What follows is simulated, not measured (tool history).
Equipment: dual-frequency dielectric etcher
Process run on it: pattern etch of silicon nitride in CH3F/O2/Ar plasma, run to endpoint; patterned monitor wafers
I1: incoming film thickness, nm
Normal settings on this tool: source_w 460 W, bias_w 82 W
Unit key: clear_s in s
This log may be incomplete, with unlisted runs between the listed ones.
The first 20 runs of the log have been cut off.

-- hour=286.9 bias power generator calibrated
run 21 hour=287.4 | source_w=500 bias_w=92 | I1=36.57 | clear_s=46.1
run 22 hour=300.9 | source_w=360 bias_w=90 | I1=36.08 | clear_s=50.4
run 23 hour=310.7 | source_w=390 bias_w=64 | I1=36.3 | clear_s=56.7
run 24 hour=320.2 | source_w=460 bias_w=65 | I1=36.19 | clear_s=54
run 25 hour=330.6 | source_w=530 bias_w=96 | I1=36.41 | clear_s=45.5
run 26 hour=343 | source_w=460 bias_w=94 | I1=36.27 | clear_s=46.8
run 27 hour=357.4 | source_w=460 bias_w=93 | I1=36.31 | clear_s=47.3
run 28 hour=372.6 | source_w=420 bias_w=93 | I1=36.37 | clear_s=48.7
run 29 hour=379 | source_w=460 bias_w=82 | I1=36.05 | clear_s=49.5
run 30 hour=396.8 | source_w=460 bias_w=82 | I1=36.02 | clear_s=49.4

Consider 4 possible next runs. They are alternatives, not a sequence: every one starts from the tool as it was left by run 30. What does each give?
run A hour=397.2 | source_w=460 bias_w=82 | I1=36.55 | clear_s=?
run B hour=397.2 | source_w=530 bias_w=74 | I1=36.55 | clear_s=?
run C hour=397.2 | source_w=460 bias_w=100 | I1=36.55 | clear_s=?
run D hour=397.2 | source_w=460 bias_w=64 | I1=36.55 | clear_s=?

run=A clear_s=50.7
run=B clear_s=50.8
run=C clear_s=46.8
run=D clear_s=55.9
With the hidden condition removed and each run's random variation left untouched, the same runs would have given:
run=A clear_s=49.7
run=B clear_s=49.8
run=C clear_s=45.9
run=D clear_s=54.7

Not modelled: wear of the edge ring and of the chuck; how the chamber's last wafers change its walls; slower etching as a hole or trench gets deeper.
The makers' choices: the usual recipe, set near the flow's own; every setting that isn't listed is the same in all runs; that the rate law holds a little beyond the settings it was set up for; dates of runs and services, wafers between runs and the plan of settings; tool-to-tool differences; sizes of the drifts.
